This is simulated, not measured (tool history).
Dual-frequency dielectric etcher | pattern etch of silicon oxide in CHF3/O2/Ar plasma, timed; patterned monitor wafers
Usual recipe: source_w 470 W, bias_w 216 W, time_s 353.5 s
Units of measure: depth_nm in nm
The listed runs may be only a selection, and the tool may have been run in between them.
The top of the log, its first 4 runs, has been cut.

run	hour	source_w	bias_w	time_s	wafers since the last listed run	hours since the last wet clean	hours since the last source power generator calibration	hours since the last bias power generator calibration	hours since the last upper electrode change	hours since the gauge calibration	read-back reference wafer on the same gauge, depth_nm	depth_nm
# hour 273.0: wet clean of the chamber
5	305.3	470	216	353.5	441	32.3	2773.6	2358.4	4817.2	2185.2	763.4	658.3
6	362.3	470	216	353.5	329	89.3	2830.6	2415.4	4874.2	2242.2	763.4	656.7
# hour 424.3: gauge calibrated
7	441.9	470	216	353.5	460	168.9	2910.2	2495.0	4953.8	17.6	763.0	656.1
8	486.1	470	216	353.5	255	213.1	2954.4	2539.2	4998.0	61.8	762.6	655.0
# hour 514.9: source power generator calibrated
9	556.7	470	216	353.5	385	283.7	41.8	2609.8	5068.6	132.4	763.2	647.8
# hour 580.5: bias power generator calibrated
10	627.3	470	216	353.5	385	354.3	112.4	46.8	5139.2	203.0	763.7	645.6
11	714.9	470	216	353.5	506	441.9	200.0	134.4	5226.8	290.6	762.6	640.3
12	793.0	470	216	353.5	451	520.0	278.1	212.5	5304.9	368.7	762.7	635.6
# hour 873.8: wet clean of the chamber
13	894.7	470	216	353.5	449	20.9	379.8	314.2	5406.6	470.4	764.0	656.8
14	1001.4	470	253	270.0	616	127.6	486.5	420.9	5513.3	577.1	764.0	520.3
# hour 1125.9: upper electrode replaced
15	1126.4	370	216	353.5	583	252.6	611.5	545.9	0.5	702.1	763.4	602.9
16	1155.7	470	216	353.5	169	281.9	640.8	575.2	29.8	731.4	763.9	641.4
17	1246.3	570	216	353.5	523	372.5	731.4	665.8	120.4	822.0	763.7	676.8

Run 18 is up next; what results do you expect?
18	1327.8	470	191	353.5	471	454.0	812.9	747.3	201.9	903.5	?	?

read-back reference wafer on the same gauge, depth_nm: 762.7
depth_nm: 616.2 nm
With no hidden state in the tool, this same run would have given depth_nm 637.8 nm.
